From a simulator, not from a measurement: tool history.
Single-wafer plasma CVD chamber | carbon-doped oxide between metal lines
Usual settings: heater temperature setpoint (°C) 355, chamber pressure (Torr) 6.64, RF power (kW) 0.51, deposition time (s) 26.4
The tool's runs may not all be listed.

run	day	heater temperature setpoint (°C)	chamber pressure (Torr)	RF power (kW)	deposition time (s)	wafers since the last listed run	hours since the last thermocouple change	hours since the last RF generator calibration	hours since the last manometer calibration	hours since the showerhead was replaced	hours since the gauge calibration	read-back reference wafer on the same gauge, thickness_nm	mean film thickness on the monitor wafer (angstrom)
1	0	355	6.64	0.51	26.4	0	1515.8	1191.8	1466.3	7375.8	170.1	135.003	1279.4
2	0.812	355	6.64	0.51	26.4	632	1535.3	1211.3	1485.8	7395.3	189.6	134.976	1283.29
3	2.038	355	6.64	0.51	26.4	952	1564.7	1240.7	1515.2	7424.7	219	134.94	1275.31
4	3.438	355	6.64	0.51	26.4	1088	1598.3	1274.3	1548.8	7458.3	252.6	134.905	1276.21
5	4.4	364	6.64	0.51	26.4	748	1621.4	1297.4	1571.9	7481.4	275.7	134.988	1241.9
6	5.7	355	6.64	0.51	26.4	1011	1652.6	1328.6	1603.1	7512.6	306.9	135.051	1270.8
7	6.283	355	6.64	0.51	26.4	453	1666.6	1342.6	1617.1	7526.6	320.9	135.023	1266.09
# day 7.071: capacitance manometer re-zeroed and calibrated
# day 7.275: showerhead replaced
8	7.433	355	6.64	0.51	26.4	475	1694.2	1370.2	8.7	3.8	348.5	135.019	1268.19
9	8.033	355	6.64	0.51	26.4	466	1708.6	1384.6	23.1	18.2	362.9	134.981	1261.16
# day 8.508: RF generator calibrated
10	8.671	362	7.17	0.51	26.4	236	1723.9	3.9	38.4	33.5	378.2	134.973	1302.8
# day 9.567: gauge calibrated
11	9.721	355	6.64	0.51	26.4	816	1749.1	29.1	63.6	58.7	3.7	135.021	1324.72
12	10.383	355	6.64	0.51	26.4	515	1765	45	79.5	74.6	19.6	135.038	1326.42
# day 11.067: thermocouple changed; heater temperature recalibrated
13	11.312	355	6.64	0.59	26.4	463	5.9	67.3	101.8	96.9	41.9	135.048	1469.47
14	11.871	345	5.44	0.465	21.1	434	19.3	80.7	115.2	110.3	55.3	134.928	1002.15
15	12.888	346	6.14	0.595	29.1	790	43.7	105.1	139.6	134.7	79.7	135.001	1660.53
16	16.112	355	6.64	0.465	26.4	2508	121.1	182.5	217	212.1	157.1	135	1234.42
17	17.117	345	6.64	0.61	26.4	781	145.2	206.6	241.1	236.2	181.2	135.038	1549.87
18	18.554	355	6.64	0.51	26.4	1118	179.7	241.1	275.6	270.7	215.7	134.977	1321.88

Run 19 comes next. What will it give?
19	19.433	355	6.64	0.51	26.4	683	200.8	262.2	296.7	291.8	236.8	?	?

Run 19 gave read-back reference wafer on the same gauge, thickness_nm 135.028, mean film thickness on the monitor wafer (angstrom) 1324.25.
Without the tool's hidden state the same run would have given mean film thickness on the monitor wafer (angstrom) 1335.02.

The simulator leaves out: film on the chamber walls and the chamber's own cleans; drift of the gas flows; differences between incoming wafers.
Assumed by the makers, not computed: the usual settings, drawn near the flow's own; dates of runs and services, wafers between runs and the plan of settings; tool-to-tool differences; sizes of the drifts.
